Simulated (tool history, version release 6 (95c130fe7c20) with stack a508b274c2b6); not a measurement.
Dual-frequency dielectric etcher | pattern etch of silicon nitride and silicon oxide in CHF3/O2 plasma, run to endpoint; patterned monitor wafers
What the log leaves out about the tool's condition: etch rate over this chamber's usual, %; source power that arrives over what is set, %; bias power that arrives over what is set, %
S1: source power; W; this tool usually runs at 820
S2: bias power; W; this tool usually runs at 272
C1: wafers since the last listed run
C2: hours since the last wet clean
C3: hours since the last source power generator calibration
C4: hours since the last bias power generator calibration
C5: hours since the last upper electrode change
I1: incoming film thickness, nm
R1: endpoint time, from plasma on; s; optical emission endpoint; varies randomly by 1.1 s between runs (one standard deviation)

run 1 day=0 | S1=950 S2=235 | C1=0 C2=210.3 C3=4485.9 C4=2724.5 C5=4777.2 | I1=307.8 | R1=157
run 2 day=1.271 | S1=950 S2=235 | C1=246 C2=240.8 C3=4516.4 C4=2755 C5=4807.7 | I1=307.9 | R1=158.6
run 3 day=2.033 | S1=890 S2=272 | C1=147 C2=259.1 C3=4534.7 C4=2773.3 C5=4826 | I1=306.4 | R1=151
run 4 day=3.283 | S1=820 S2=315 | C1=242 C2=289.1 C3=4564.7 C4=2803.3 C5=4856 | I1=307.2 | R1=146.3
run 5 day=4.775 | S1=780 S2=272 | C1=289 C2=324.9 C3=4600.5 C4=2839.1 C5=4891.8 | I1=308.6 | R1=160
-- day=6.417 wet clean of the chamber
run 6 day=6.438 | S1=820 S2=272 | C1=128 C2=0.5 C3=4640.4 C4=2879 C5=4931.7 | I1=307.4 | R1=153.1
run 7 day=6.908 | S1=820 S2=272 | C1=91 C2=11.8 C3=4651.7 C4=2890.3 C5=4943 | I1=305.4 | R1=152.1
run 8 day=8.258 | S1=820 S2=272 | C1=261 C2=44.2 C3=4684.1 C4=2922.7 C5=4975.4 | I1=310 | R1=153.2
run 9 day=9.129 | S1=820 S2=254 | C1=168 C2=65.1 C3=4705 C4=2943.6 C5=4996.3 | I1=308.6 | R1=157.3
-- day=10.45 upper electrode replaced
run 10 day=10.471 | S1=820 S2=272 | C1=66 C2=97.3 C3=4737.2 C4=2975.8 C5=0.5 | I1=308.2 | R1=152.1
run 11 day=10.646 | S1=670 S2=272 | C1=33 C2=101.5 C3=4741.4 C4=2980 C5=4.7 | I1=305.4 | R1=167
-- day=10.979 source power generator calibrated
run 12 day=12.1 | S1=820 S2=272 | C1=249 C2=136.4 C3=26.9 C4=3014.9 C5=39.6 | I1=306 | R1=156.6
-- day=12.642 bias power generator calibrated
run 13 day=13.342 | S1=820 S2=272 | C1=208 C2=166.2 C3=56.7 C4=16.8 C5=69.4 | I1=305.5 | R1=153.4
run 14 day=14.346 | S1=750 S2=222 | C1=194 C2=190.3 C3=80.8 C4=40.9 C5=93.5 | I1=306.4 | R1=176.5
run 15 day=14.929 | S1=820 S2=205 | C1=113 C2=204.3 C3=94.8 C4=54.9 C5=107.5 | I1=305.4 | R1=173.4
run 16 day=15.567 | S1=740 S2=340 | C1=123 C2=219.6 C3=110.1 C4=70.2 C5=122.8 | I1=306.4 | R1=146.3
run 17 day=16.946 | S1=660 S2=209 | C1=267 C2=252.7 C3=143.2 C4=103.3 C5=155.9 | I1=305.5 | R1=191.1
run 18 day=17.496 | S1=920 S2=221 | C1=106 C2=265.9 C3=156.4 C4=116.5 C5=169.1 | I1=308 | R1=164.2

Each row is a separate what-if for the run after 18, all from the same tool condition, not one after another. Results?
run A day=17.517 | S1=630 S2=272 | C1=4 C2=266.4 C3=156.9 C4=117 C5=169.6 | I1=304.3 | R1=?
run B day=17.517 | S1=640 S2=212 | C1=4 C2=266.4 C3=156.9 C4=117 C5=169.6 | I1=304.3 | R1=?
run C day=17.517 | S1=920 S2=222 | C1=4 C2=266.4 C3=156.9 C4=117 C5=169.6 | I1=304.3 | R1=?
run D day=17.517 | S1=930 S2=309 | C1=4 C2=266.4 C3=156.9 C4=117 C5=169.6 | I1=304.3 | R1=?
run E day=17.517 | S1=670 S2=245 | C1=4 C2=266.4 C3=156.9 C4=117 C5=169.6 | I1=304.3 | R1=?

run=A R1=173.7
run=B R1=193.4
run=C R1=161.9
run=D R1=139.1
run=E R1=177.4
What these runs would have given with no unlogged condition in the tool:
run=A R1=168
run=B R1=187.1
run=C R1=156.6
run=D R1=134.6
run=E R1=171.6
